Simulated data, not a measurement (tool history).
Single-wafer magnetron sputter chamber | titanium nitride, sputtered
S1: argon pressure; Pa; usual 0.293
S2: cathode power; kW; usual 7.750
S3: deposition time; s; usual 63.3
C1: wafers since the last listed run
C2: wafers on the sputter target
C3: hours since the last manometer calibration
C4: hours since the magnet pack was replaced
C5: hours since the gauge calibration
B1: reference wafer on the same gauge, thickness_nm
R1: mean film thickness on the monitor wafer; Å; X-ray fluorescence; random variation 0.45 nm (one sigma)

run	hour	S1	S2	S3	C1	C2	C3	C4	C5	B1	R1
1	0.0	0.293	7.750	63.3	0	7171	1798.0	9341.0	40.5	106.667	930.83
# hour 26.7: sputter target and shields replaced
2	104.9	0.293	7.750	63.3	2499	2017	1902.9	9445.9	145.4	106.689	935.08
3	132.0	0.293	7.750	63.3	699	2716	1930.0	9473.0	172.5	106.814	934.08
4	161.2	0.293	7.750	63.3	753	3469	1959.2	9502.2	201.7	106.669	936.36
5	189.4	0.219	8.650	63.3	727	4197	1987.4	9530.4	229.9	106.765	1062.84
6	203.4	0.324	7.750	66.6	361	4558	2001.4	9544.4	243.9	106.740	968.01
7	226.9	0.324	7.750	66.6	606	5164	2024.9	9567.9	267.4	106.904	965.23
8	254.7	0.324	7.750	66.6	717	5881	2052.7	9595.7	295.2	106.773	967.04
# hour 282.6: sputter target and shields replaced
9	283.1	0.293	7.750	56.9	526	13	2081.1	9624.1	323.6	106.904	839.41
10	296.6	0.293	7.750	56.9	348	362	2094.6	9637.6	337.1	106.861	838.31
11	315.9	0.257	7.750	63.3	497	859	2113.9	9656.9	356.4	106.885	956.61
12	350.9	0.324	7.750	66.6	902	1762	2148.9	9691.9	391.4	106.836	968.15
13	415.5	0.293	7.750	56.9	1666	3429	2213.5	9756.5	456.0	106.687	841.80
14	438.5	0.401	9.250	58.3	593	4022	2236.5	9779.5	479.0	106.888	920.69
# hour 465.4: magnet pack replaced
15	469.6	0.214	8.800	70.8	595	4618	2267.6	4.2	510.1	106.775	1203.33
# hour 530.1: sputter target and shields replaced
# hour 556.4: gauge calibrated
16	562.8	0.367	9.500	66.7	2197	844	2360.8	97.4	6.4	106.815	1100.07
# hour 570.9: capacitance manometer re-zeroed and calibrated
17	578.3	0.222	6.400	54.3	193	1037	7.4	112.9	21.9	106.789	731.92
18	614.0	0.370	9.000	55.0	920	1958	43.1	148.6	57.6	106.643	871.84
19	643.7	0.293	6.050	63.3	766	2724	72.8	178.3	87.3	106.826	784.38
20	678.9	0.293	9.150	63.3	908	3632	108.0	213.5	122.5	106.800	1066.46
21	703.2	0.219	6.550	57.3	626	4259	132.3	237.8	146.8	106.842	782.19
22	730.6	0.227	9.000	75.9	706	4966	159.7	265.2	174.2	106.818	1301.21

Hidden state at the last listed run before each entry between runs and at the first one after, where it differs:
Between runs 1 and 2: sputter target and shields replaced (hour 26.7)
  no hidden state differs between the two runs
Between runs 8 and 9: sputter target and shields replaced (hour 282.6)
  no hidden state differs between the two runs
Between runs 14 and 15: magnet pack replaced (hour 465.4)
  no hidden state differs between the two runs
Between runs 15 and 16: sputter target and shields replaced (hour 530.1); gauge calibrated (hour 556.4)
  no hidden state differs between the two runs
Between runs 16 and 17: capacitance manometer re-zeroed and calibrated (hour 570.9)
  no hidden state differs between the two runs

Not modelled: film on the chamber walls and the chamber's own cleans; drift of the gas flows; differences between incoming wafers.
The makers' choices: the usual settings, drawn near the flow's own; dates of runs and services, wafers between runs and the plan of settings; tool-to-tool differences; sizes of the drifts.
